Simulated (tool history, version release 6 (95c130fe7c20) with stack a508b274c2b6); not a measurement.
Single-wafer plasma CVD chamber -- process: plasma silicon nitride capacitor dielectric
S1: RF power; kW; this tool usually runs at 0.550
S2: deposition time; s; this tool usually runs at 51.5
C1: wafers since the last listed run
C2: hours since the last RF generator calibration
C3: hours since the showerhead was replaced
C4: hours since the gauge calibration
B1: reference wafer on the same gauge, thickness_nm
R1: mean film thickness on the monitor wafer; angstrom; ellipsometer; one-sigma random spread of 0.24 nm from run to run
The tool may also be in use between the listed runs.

run	hour	S1	S2	C1	C2	C3	C4	B1	R1
1	0.0	0.550	44.8	0	880.8	5572.1	638.4	81.164	669.33
2	20.4	0.550	44.8	360	901.2	5592.5	658.8	81.141	673.62
3	46.4	0.550	51.5	459	927.2	5618.5	684.8	81.256	766.39
4	75.2	0.550	51.5	509	956.0	5647.3	713.6	81.199	768.95
5	100.2	0.550	51.5	442	981.0	5672.3	738.6	81.139	772.16
6	113.3	0.550	47.5	231	994.1	5685.4	751.7	81.225	712.25
7	143.7	0.550	51.5	537	1024.5	5715.8	782.1	81.224	769.53
8	168.9	0.550	51.5	445	1049.7	5741.0	807.3	81.167	768.03
9	252.7	0.550	51.5	1482	1133.5	5824.8	891.1	81.245	766.91
10	265.3	0.550	51.5	222	1146.1	5837.4	903.7	81.176	775.35
# hour 294.6: RF generator calibrated
11	300.6	0.550	51.5	482	6.0	5872.7	939.0	81.201	794.58
12	313.0	0.550	48.0	219	18.4	5885.1	951.4	81.221	735.13
13	342.6	0.550	48.0	523	48.0	5914.7	981.0	81.176	734.24
14	359.4	0.610	51.5	297	64.8	5931.5	997.8	81.184	827.26
15	386.4	0.610	51.5	477	91.8	5958.5	1024.8	81.187	823.03
16	406.7	0.610	51.5	359	112.1	5978.8	1045.1	81.167	817.30
17	442.6	0.550	51.5	635	148.0	6014.7	1081.0	81.260	785.79
18	465.8	0.550	51.5	410	171.2	6037.9	1104.2	81.214	782.74
19	499.4	0.550	51.5	594	204.8	6071.5	1137.8	81.184	779.20
# hour 510.9: showerhead replaced
20	522.3	0.590	51.5	263	227.7	11.4	1160.7	81.246	801.21
21	549.4	0.630	46.4	479	254.8	38.5	1187.8	81.204	744.44
22	561.8	0.550	55.5	219	267.2	50.9	1200.2	81.191	842.39
23	584.8	0.645	60.6	406	290.2	73.9	1223.2	81.235	977.37
# hour 589.2: gauge calibrated
24	606.4	0.550	51.5	382	311.8	95.5	17.2	81.132	777.90
25	624.2	0.610	61.3	314	329.6	113.3	35.0	81.148	971.77
26	652.6	0.615	42.2	502	358.0	141.7	63.4	81.187	669.64
27	682.0	0.645	41.2	520	387.4	171.1	92.8	81.221	663.12
28	696.6	0.645	44.4	258	402.0	185.7	107.4	81.289	715.08
29	713.3	0.550	51.5	295	418.7	202.4	124.1	81.210	774.47
30	729.3	0.510	59.9	283	434.7	218.4	140.1	81.141	872.29
31	757.0	0.655	45.0	489	462.4	246.1	167.8	81.138	733.15
32	783.1	0.460	48.9	461	488.5	272.2	193.9	81.226	676.41
33	798.0	0.615	42.2	263	503.4	287.1	208.8	81.219	663.71
34	832.1	0.455	47.3	603	537.5	321.2	242.9	81.263	654.11
35	859.9	0.515	44.1	491	565.3	349.0	270.7	81.086	643.68
36	887.7	0.480	59.8	491	593.1	376.8	298.5	81.207	845.02
37	901.4	0.455	46.7	242	606.8	390.5	312.2	81.188	641.73
38	932.2	0.440	55.2	544	637.6	421.3	343.0	81.220	748.37
39	944.7	0.550	51.5	221	650.1	433.8	355.5	81.170	769.88
40	979.4	0.480	51.5	613	684.8	468.5	390.2	81.216	723.20
41	1005.9	0.550	43.4	468	711.3	495.0	416.7	81.191	649.47
42	1027.5	0.445	56.1	382	732.9	516.6	438.3	81.230	766.09
43	1052.0	0.645	42.9	433	757.4	541.1	462.8	81.266	687.53

Below are 5 alternative next runs, each starting from the tool's condition after run 43. Predict each:
A	1052.4	0.550	51.5	7	757.8	541.5	463.2	?	?
B	1052.4	0.645	48.1	7	757.8	541.5	463.2	?	?
C	1052.4	0.485	42.4	7	757.8	541.5	463.2	?	?
D	1052.4	0.550	43.0	7	757.8	541.5	463.2	?	?
E	1052.4	0.550	60.2	7	757.8	541.5	463.2	?	?

run	B1	R1
A	81.151	769.96
B	81.151	768.38
C	81.151	599.65
D	81.151	642.88
E	81.151	900.03
Take away the tool's hidden state, keep each run's random variation, and the runs would have read:
run	R1
A	790.95
B	789.32
C	615.99
D	660.40
E	924.56
